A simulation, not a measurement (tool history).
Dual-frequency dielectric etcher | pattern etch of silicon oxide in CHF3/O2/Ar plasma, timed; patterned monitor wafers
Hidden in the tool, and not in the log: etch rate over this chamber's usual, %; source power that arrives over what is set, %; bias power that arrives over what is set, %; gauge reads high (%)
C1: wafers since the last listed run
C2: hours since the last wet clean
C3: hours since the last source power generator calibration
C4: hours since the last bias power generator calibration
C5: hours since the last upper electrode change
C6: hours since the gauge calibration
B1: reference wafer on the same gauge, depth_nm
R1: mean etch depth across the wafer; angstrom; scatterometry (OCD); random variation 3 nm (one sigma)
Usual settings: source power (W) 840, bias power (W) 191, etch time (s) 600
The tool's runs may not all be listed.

Run 1, hour 0: usual settings; C1 0; C2 26.9; C3 3491.5; C4 1825; C5 3188.8; C6 666.8; B1 1569.5. Result: R1 14508 angstrom.
Run 2, hour 39.3: usual settings; C1 76; C2 66.2; C3 3530.8; C4 1864.3; C5 3228.1; C6 706.1; B1 1570.9. Result: R1 14558 angstrom.
Run 3, hour 77.2: usual settings but etch time (s) 732; C1 73; C2 104.1; C3 3568.7; C4 1902.2; C5 3266; C6 744; B1 1570.2. Result: R1 17698 angstrom.
Run 4, hour 111.8: usual settings; C1 67; C2 138.7; C3 3603.3; C4 1936.8; C5 3300.6; C6 778.6; B1 1569.7. Result: R1 14455 angstrom.
Run 5, hour 146: usual settings but etch time (s) 558.5; C1 66; C2 172.9; C3 3637.5; C4 1971; C5 3334.8; C6 812.8; B1 1569.7. Result: R1 13575 angstrom.
Run 6, hour 206.6: usual settings; C1 117; C2 233.5; C3 3698.1; C4 2031.6; C5 3395.4; C6 873.4; B1 1569.7. Result: R1 14488 angstrom.
Run 7, hour 275.1: usual settings but source power (W) 990; C1 133; C2 302; C3 3766.6; C4 2100.1; C5 3463.9; C6 941.9; B1 1571. Result: R1 16051 angstrom.
At hour 364.3: upper electrode replaced.
At hour 403: gauge calibrated.
Run 8, hour 418: usual settings but source power (W) 990; C1 230; C2 444.9; C3 3909.5; C4 2243; C5 53.7; C6 15; B1 1569.6. Result: R1 16038 angstrom.
At hour 471.2: source power generator calibrated.
At hour 493: wet clean of the chamber.
Run 9, hour 493.5: usual settings but source power (W) 990; C1 96; C2 0.5; C3 22.3; C4 2318.5; C5 129.2; C6 90.5; B1 1570. Result: R1 15613 angstrom.
Run 10, hour 518.4: usual settings; C1 48; C2 25.4; C3 47.2; C4 2343.4; C5 154.1; C6 115.4; B1 1569.7. Result: R1 14155 angstrom.
Run 11, hour 570.2: usual settings; C1 100; C2 77.2; C3 99; C4 2395.2; C5 205.9; C6 167.2; B1 1569.7. Result: R1 14186 angstrom.
Run 12, hour 639.6: usual settings but source power (W) 780, bias power (W) 220; C1 134; C2 146.6; C3 168.4; C4 2464.6; C5 275.3; C6 236.6; B1 1570.2. Result: R1 14369 angstrom.
Run 13, hour 696.5: usual settings but source power (W) 1020, bias power (W) 146, etch time (s) 492.5; C1 110; C2 203.5; C3 225.3; C4 2521.5; C5 332.2; C6 293.5; B1 1570.4. Result: R1 11734 angstrom.
Run 14, hour 724.8: usual settings but source power (W) 1040, bias power (W) 153; C1 54; C2 231.8; C3 253.6; C4 2549.8; C5 360.5; C6 321.8; B1 1569.5. Result: R1 14744 angstrom.
At hour 898: bias power generator calibrated.
Run 15, hour 906.3: usual settings but source power (W) 730, bias power (W) 161, etch time (s) 746; C1 344; C2 413.3; C3 435.1; C4 8.3; C5 542; C6 503.3; B1 1570.4. Result: R1 15392 angstrom.
Run 16, hour 934.1: usual settings; C1 54; C2 441.1; C3 462.9; C4 36.1; C5 569.8; C6 531.1; B1 1569.8. Result: R1 14597 angstrom.
Run 17, hour 964.5: usual settings but source power (W) 670, bias power (W) 203, etch time (s) 475.5; C1 59; C2 471.5; C3 493.3; C4 66.5; C5 600.2; C6 561.5; B1 1570.3. Result: R1 10146 angstrom.
Run 18, hour 1026.6: usual settings but source power (W) 920; C1 120; C2 533.6; C3 555.4; C4 128.6; C5 662.3; C6 623.6; B1 1570.7. Result: R1 15378 angstrom.
Run 19, hour 1050.9: usual settings; C1 47; C2 557.9; C3 579.7; C4 152.9; C5 686.6; C6 647.9; B1 1569.9. Result: R1 14543 angstrom.
Run 20, hour 1088.9: usual settings but source power (W) 640, bias power (W) 152; C1 73; C2 595.9; C3 617.7; C4 190.9; C5 724.6; C6 685.9; B1 1570.2. Result: R1 10978 angstrom.
Run 21, hour 1147.5: usual settings but source power (W) 1020, bias power (W) 145, etch time (s) 689; C1 113; C2 654.5; C3 676.3; C4 249.5; C5 783.2; C6 744.5; B1 1570.2. Result: R1 16754 angstrom.
At hour 1182.4: wet clean of the chamber.
Run 22, hour 1208.2: usual settings but source power (W) 910, etch time (s) 458; C1 71; C2 25.8; C3 737; C4 310.2; C5 843.9; C6 805.2; B1 1569.7. Result: R1 11655 angstrom.

Some steps in R1 between neighbouring runs. How much of each would the tool show without its hidden state too (settings, what came in, random variation), and how much is left for the hidden state, with any gauge scatter that isn't in both results?
Run 8 -> 9: source power generator calibrated, wet clean of the chamber. R1 -425 angstrom: hidden state -386, all else -39.
Run 14 -> 15: source power (W) 1040 -> 730, bias power (W) 153 -> 161, etch time (s) 600 -> 746, bias power generator calibrated. R1 +648 angstrom: hidden state +290, all else +358.
Run 17 -> 18: source power (W) 670 -> 920, bias power (W) 203 -> 191, etch time (s) 475.5 -> 600. R1 +5232 angstrom: hidden state +38, all else +5194.
Run 20 -> 21: source power (W) 640 -> 1020, bias power (W) 152 -> 145, etch time (s) 600 -> 689. R1 +5776 angstrom: hidden state +50, all else +5726.
